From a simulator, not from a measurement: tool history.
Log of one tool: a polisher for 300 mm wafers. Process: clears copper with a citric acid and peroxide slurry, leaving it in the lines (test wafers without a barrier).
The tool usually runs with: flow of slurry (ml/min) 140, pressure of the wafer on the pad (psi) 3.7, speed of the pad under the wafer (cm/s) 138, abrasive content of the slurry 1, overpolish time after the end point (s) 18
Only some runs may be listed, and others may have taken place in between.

run,hour,flow of slurry (ml/min),pressure of the wafer on the pad (psi),speed of the pad under the wafer (cm/s),abrasive content of the slurry,overpolish time after the end point (s),"incoming thickness of the incoming film, nm",time until the end point was called (s),dishing of a wide line in a test structure (nm)
1,0,140,3.7,138,1,18,405.8,118.4,48.7
2,20.3,140,3.7,138,1,18,406.1,123.8,48.2
# hour 51.5: worn pad replaced by a new one
3,54.6,140,3.7,138,1,18,403.2,117.8,48.3
4,72,140,4.5,120,1,18,401.2,107.9,51.8
5,105.7,140,4.5,120,1,18,403.7,107.4,52.8
6,134.8,140,4.5,120,1,18,408,114.4,51.9
# hour 154.9: head pressure recalibrated
7,157.4,140,3.7,138,1,18,397.7,104.2,52.7
# hour 184.7: slurry nozzle cleaned
8,193.1,140,3.7,138,1,18,408.8,110.8,53.5
# hour 217.5: worn pad replaced by a new one
9,225,140,3.7,138,1,18,406.7,106.4,52.9
# hour 258.1: slurry blender recalibrated
10,260.3,140,3,138,1,18,406,137.6,43.3
11,284.9,140,4.8,184,1,18,403.9,69,76.9
12,358.8,140,3.7,138,1,18,405.6,108.5,52.1
13,384.7,140,3.7,184,1.25,18,405.3,85.8,63.8
# hour 409.1: worn pad replaced by a new one, of another model than before
14,415.7,140,3.7,138,1,18,403.9,107.5,52.5
15,429.9,140,3.7,138,1,18,406.2,112.4,52.4
16,454.9,140,3.7,138,1,18,400.4,110.1,52.2
17,477,140,2.6,138,1,8,402.8,130.4,22.4
18,507.3,140,4.7,182,1.15,12,409.5,82.5,47.8
19,533.4,140,3.7,138,0.9,10,405.3,115.7,30.8
20,563.7,140,3.7,138,1,18,410.5,115.7,51.4
# hour 580.2: worn pad replaced by a new one
21,582.6,140,3.7,138,1,18,408.2,111,50.6
22,651.8,140,4.7,104,1,13,399.9,106.3,40.9

Run 23 is up next; what results do you expect?
23,671.6,125,3.7,152,1.25,7,404.2,?,?

time until the end point was called (s): 103.2
dishing of a wide line in a test structure (nm): 24.5
Without the tool's hidden state the same run would have given time until the end point was called (s) 100.8, dishing of a wide line in a test structure (nm) 25.
